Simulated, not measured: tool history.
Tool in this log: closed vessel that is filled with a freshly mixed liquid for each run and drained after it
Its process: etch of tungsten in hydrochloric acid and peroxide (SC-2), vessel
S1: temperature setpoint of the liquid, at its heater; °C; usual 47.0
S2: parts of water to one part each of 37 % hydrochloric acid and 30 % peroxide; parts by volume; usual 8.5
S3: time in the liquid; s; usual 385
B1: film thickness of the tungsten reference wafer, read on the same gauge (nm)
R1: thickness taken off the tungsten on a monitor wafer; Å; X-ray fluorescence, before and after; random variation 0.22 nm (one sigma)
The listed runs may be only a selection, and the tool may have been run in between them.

run	day	S1	S2	S3	B1	R1
1	0.000	44.0	8.5	385	110.00	380.2
2	0.538	47.0	8.5	385	109.99	471.6
3	0.833	47.0	8.5	385	110.03	470.3
4	1.496	47.0	8.5	385	109.97	468.0
# day 1.788: thermometer replaced
5	1.900	47.0	7.5	385	110.01	518.5
6	2.158	47.0	7.5	385	110.02	518.1
7	2.458	47.0	10.0	385	110.00	410.7
8	2.829	47.0	10.0	385	110.02	410.9
# day 3.312: gauge calibrated
9	3.421	47.0	8.5	385	110.00	463.9
10	3.846	50.5	12.5	230	110.02	256.8
11	4.125	54.5	6.0	385	109.96	1010.3
12	4.696	50.5	6.0	495	109.98	1002.0
# day 4.850: chemicals flow meter replaced
13	5.212	40.5	6.0	480	109.99	484.9
14	5.588	47.0	12.5	590	110.02	514.8
15	7.821	47.0	8.5	465	110.01	561.0
16	8.208	40.0	8.5	530	110.02	388.8
# day 8.300: new drum of peroxide connected
17	8.546	40.0	11.0	215	110.01	134.4
18	9.238	44.0	11.5	500	109.98	399.0
19	9.758	47.0	6.5	385	110.01	600.0
20	10.225	47.0	5.0	385	110.01	725.5
21	12.112	49.5	8.5	480	110.00	712.1
22	12.750	54.0	8.5	490	110.00	982.9
23	13.021	54.0	12.0	385	109.99	584.2
24	13.404	42.5	6.5	570	110.01	652.1
25	13.804	47.0	8.5	385	109.99	485.1
26	14.471	55.0	10.0	385	110.01	723.0
27	14.788	53.5	6.0	595	110.02	1511.6
28	15.158	47.0	8.5	385	109.98	486.3
29	15.454	47.0	9.5	385	110.00	440.2
30	15.762	43.0	10.0	550	110.05	462.4

The tool's hidden state at each run:
liquid hotter than its thermometer reads (K): 0 at every run
chemicals flow above the setpoint (%): 0 at every run
gauge reads high (%): 0 at every run
H1: peroxide weaker than its label (%)
run	H1
1	4.95
2	5
3	5.02
4	5.09
5	5.12
6	5.15
7	5.17
8	5.21
9	5.26
10	5.3
11	5.33
12	5.38
13	5.43
14	5.46
15	5.67
16	5.7
17	0.703
18	0.766
19	0.814
20	0.857
21	1.03
22	1.09
23	1.11
24	1.15
25	1.19
26	1.25
27	1.28
28	1.31
29	1.34
30	1.37
